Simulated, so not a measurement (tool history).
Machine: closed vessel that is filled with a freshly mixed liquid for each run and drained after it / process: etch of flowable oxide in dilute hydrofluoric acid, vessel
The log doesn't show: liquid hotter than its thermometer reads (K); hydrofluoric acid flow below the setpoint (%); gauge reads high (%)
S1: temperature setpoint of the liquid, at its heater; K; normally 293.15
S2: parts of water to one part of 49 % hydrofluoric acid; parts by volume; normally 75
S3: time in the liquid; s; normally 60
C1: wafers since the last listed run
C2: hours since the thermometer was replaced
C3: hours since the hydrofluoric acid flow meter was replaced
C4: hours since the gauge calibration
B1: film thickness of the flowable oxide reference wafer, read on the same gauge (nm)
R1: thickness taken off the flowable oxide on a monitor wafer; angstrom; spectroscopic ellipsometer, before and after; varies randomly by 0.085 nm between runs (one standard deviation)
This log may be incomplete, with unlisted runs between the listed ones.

| run | hour | S1 | S2 | S3 | C1 | C2 | C3 | C4 | B1 | R1 |
|---|---|---|---|---|---|---|---|---|---|---|
| 1 | 0.0 | 293.15 | 75 | 60 | 0 | 408.5 | 1483.5 | 6.5 | 39.99 | 180.4 |
| 2 | 17.6 | 290.15 | 105 | 60 | 2624 | 426.1 | 1501.1 | 24.1 | 39.98 | 109.3 |
| 3 | 25.6 | 290.15 | 105 | 60 | 1192 | 434.1 | 1509.1 | 32.1 | 40.00 | 110.9 |
| 4 | 34.0 | 290.15 | 105 | 60 | 1252 | 442.5 | 1517.5 | 40.5 | 40.01 | 110.7 |
| 5 | 51.6 | 293.15 | 75 | 60 | 2624 | 460.1 | 1535.1 | 58.1 | 40.01 | 181.0 |
| 6 | 67.8 | 293.15 | 75 | 75 | 2415 | 476.3 | 1551.3 | 74.3 | 39.99 | 230.0 |
| 7 | 79.4 | 293.15 | 75 | 60 | 1729 | 487.9 | 1562.9 | 85.9 | 40.00 | 182.6 |
| 8 | 87.4 | 293.15 | 75 | 60 | 1192 | 495.9 | 1570.9 | 93.9 | 39.99 | 182.7 |
| 9 | 100.3 | 293.15 | 75 | 60 | 1923 | 508.8 | 1583.8 | 106.8 | 40.00 | 182.0 |
| 10 | 112.5 | 293.15 | 75 | 60 | 1819 | 521.0 | 1596.0 | 119.0 | 40.02 | 183.2 |
| 11 | 129.3 | 293.15 | 75 | 60 | 2504 | 537.8 | 1612.8 | 135.8 | 40.00 | 183.4 |
| 12 | 138.9 | 294.65 | 55 | 50 | 1431 | 547.4 | 1622.4 | 145.4 | 40.00 | 228.6 |
| 13 | 145.5 | 293.15 | 75 | 70 | 984 | 554.0 | 1629.0 | 152.0 | 40.00 | 213.5 |

What will run 14 give?
|  | 146.8 | thermometer replaced |
| 14 | 161.0 | 290.15 | 50 | 30 | 2162 | 14.2 | 1644.5 | 167.5 | ? | ? |

Run 14 yielded B1 40.00, R1 112.5 angstrom.
With no hidden state in the tool, this same run would have given R1 130.1 angstrom.

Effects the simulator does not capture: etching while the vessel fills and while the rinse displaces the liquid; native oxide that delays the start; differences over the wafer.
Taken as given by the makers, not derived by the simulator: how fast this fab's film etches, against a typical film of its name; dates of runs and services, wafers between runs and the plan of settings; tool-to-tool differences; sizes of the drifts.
